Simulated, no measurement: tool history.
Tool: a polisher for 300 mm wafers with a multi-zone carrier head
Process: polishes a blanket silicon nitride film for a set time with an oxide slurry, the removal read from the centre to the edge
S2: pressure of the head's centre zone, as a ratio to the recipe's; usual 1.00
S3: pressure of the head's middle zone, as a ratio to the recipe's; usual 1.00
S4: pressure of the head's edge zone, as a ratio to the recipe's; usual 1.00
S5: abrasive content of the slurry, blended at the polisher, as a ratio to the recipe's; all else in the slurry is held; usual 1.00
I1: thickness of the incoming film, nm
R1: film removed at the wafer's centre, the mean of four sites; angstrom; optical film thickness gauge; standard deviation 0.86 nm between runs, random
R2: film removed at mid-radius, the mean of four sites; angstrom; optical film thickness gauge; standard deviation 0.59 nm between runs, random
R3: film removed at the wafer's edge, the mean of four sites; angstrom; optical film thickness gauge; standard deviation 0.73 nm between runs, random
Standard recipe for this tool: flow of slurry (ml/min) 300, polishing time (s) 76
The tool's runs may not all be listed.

run 1 day=0.000 | flow_of_slurry_(ml/min)=300 S2=1.05 S3=1.00 S4=1.00 S5=0.85 polishing_time_(s)=76 | I1=409.0 | R1=739 R2=687 R3=715
-- day=3.125 carrier head's membrane replaced by a new one
run 2 day=3.896 | flow_of_slurry_(ml/min)=300 S2=1.00 S3=1.00 S4=0.95 S5=0.85 polishing_time_(s)=76 | I1=408.2 | R1=692 R2=696 R3=699
-- day=6.238 centre zone pressure recalibrated
-- day=6.592 slurry nozzle cleaned
run 3 day=7.479 | flow_of_slurry_(ml/min)=300 S2=1.00 S3=0.96 S4=1.00 S5=0.70 polishing_time_(s)=76 | I1=404.6 | R1=730 R2=667 R3=713
run 4 day=9.792 | flow_of_slurry_(ml/min)=300 S2=1.00 S3=1.00 S4=0.96 S5=1.00 polishing_time_(s)=76 | I1=403.8 | R1=775 R2=758 R3=756
run 5 day=12.467 | flow_of_slurry_(ml/min)=300 S2=1.00 S3=1.05 S4=1.08 S5=1.00 polishing_time_(s)=76 | I1=408.7 | R1=748 R2=772 R3=812
-- day=14.929 worn pad replaced by a new one
run 6 day=16.392 | flow_of_slurry_(ml/min)=300 S2=1.10 S3=1.00 S4=1.00 S5=1.00 polishing_time_(s)=76 | I1=408.8 | R1=819 R2=750 R3=759
-- day=25.479 edge zone pressure recalibrated
run 7 day=28.029 | flow_of_slurry_(ml/min)=300 S2=1.00 S3=1.00 S4=1.00 S5=1.00 polishing_time_(s)=76 | I1=411.1 | R1=719 R2=727 R3=747
run 8 day=31.879 | flow_of_slurry_(ml/min)=300 S2=1.00 S3=0.96 S4=1.00 S5=1.20 polishing_time_(s)=58 | I1=409.8 | R1=586 R2=561 R3=598
run 9 day=34.508 | flow_of_slurry_(ml/min)=260 S2=1.05 S3=0.91 S4=1.00 S5=1.00 polishing_time_(s)=76 | I1=415.7 | R1=755 R2=655 R3=740
run 10 day=36.088 | flow_of_slurry_(ml/min)=300 S2=1.00 S3=1.00 S4=1.00 S5=1.15 polishing_time_(s)=76 | I1=410.9 | R1=767 R2=737 R3=784
-- day=37.233 slurry nozzle cleaned
-- day=37.721 centre zone pressure recalibrated
run 11 day=39.275 | flow_of_slurry_(ml/min)=300 S2=1.00 S3=1.00 S4=1.06 S5=1.00 polishing_time_(s)=50 | I1=414.6 | R1=512 R2=493 R3=520
run 12 day=42.442 | flow_of_slurry_(ml/min)=300 S2=1.00 S3=1.07 S4=1.00 S5=1.00 polishing_time_(s)=89 | I1=410.7 | R1=907 R2=918 R3=889
run 13 day=44.729 | flow_of_slurry_(ml/min)=250 S2=1.00 S3=1.00 S4=1.00 S5=1.00 polishing_time_(s)=76 | I1=405.0 | R1=737 R2=721 R3=742
-- day=46.100 worn pad replaced by a new one
run 14 day=48.721 | flow_of_slurry_(ml/min)=380 S2=1.04 S3=1.00 S4=1.00 S5=1.15 polishing_time_(s)=55 | I1=414.8 | R1=598 R2=559 R3=585
-- day=49.912 carrier head's membrane replaced by a new one
run 15 day=52.471 | flow_of_slurry_(ml/min)=380 S2=1.00 S3=1.12 S4=1.00 S5=1.00 polishing_time_(s)=76 | I1=414.1 | R1=763 R2=818 R3=757
run 16 day=56.329 | flow_of_slurry_(ml/min)=215 S2=0.93 S3=0.94 S4=1.07 S5=1.00 polishing_time_(s)=76 | I1=411.5 | R1=662 R2=655 R3=748
run 17 day=60.054 | flow_of_slurry_(ml/min)=300 S2=1.00 S3=1.00 S4=1.00 S5=1.00 polishing_time_(s)=76 | I1=416.3 | R1=737 R2=718 R3=746
-- day=61.738 edge zone pressure recalibrated
-- day=69.925 slurry nozzle cleaned
run 18 day=73.479 | flow_of_slurry_(ml/min)=270 S2=1.00 S3=1.00 S4=1.04 S5=0.85 polishing_time_(s)=100 | I1=403.9 | R1=947 R2=946 R3=1002
-- day=75.683 centre zone pressure recalibrated
run 19 day=77.550 | flow_of_slurry_(ml/min)=300 S2=1.00 S3=1.00 S4=1.09 S5=1.00 polishing_time_(s)=76 | I1=412.7 | R1=762 R2=738 R3=790
-- day=79.508 worn pad replaced by a new one
run 20 day=81.454 | flow_of_slurry_(ml/min)=300 S2=1.00 S3=1.00 S4=1.00 S5=1.00 polishing_time_(s)=76 | I1=409.9 | R1=751 R2=732 R3=755
run 21 day=83.271 | flow_of_slurry_(ml/min)=300 S2=1.00 S3=1.00 S4=1.00 S5=1.00 polishing_time_(s)=76 | I1=409.3 | R1=742 R2=723 R3=756

For each run, what was the tool's unlogged condition?
removal rate lost through wear of the pad, %: 0 at every run
deviation of the centre zone's pressure from its setpoint, %: 0 at every run
deviation of the edge zone's pressure from its setpoint, %: 0 at every run
H1: slurry flow missing at the pad, %
run=1 H1=41
run=2 H1=42.2
run=3 H1=3.48
run=4 H1=10.7
run=5 H1=17.4
run=6 H1=24.7
run=7 H1=36.1
run=8 H1=37.9
run=9 H1=38.9
run=10 H1=39.3
run=11 H1=11.2
run=12 H1=19.8
run=13 H1=24.7
run=14 H1=31.2
run=15 H1=35.5
run=16 H1=38.6
run=17 H1=40.8
run=18 H1=12.4
run=19 H1=21.7
run=20 H1=28
run=21 H1=30.2
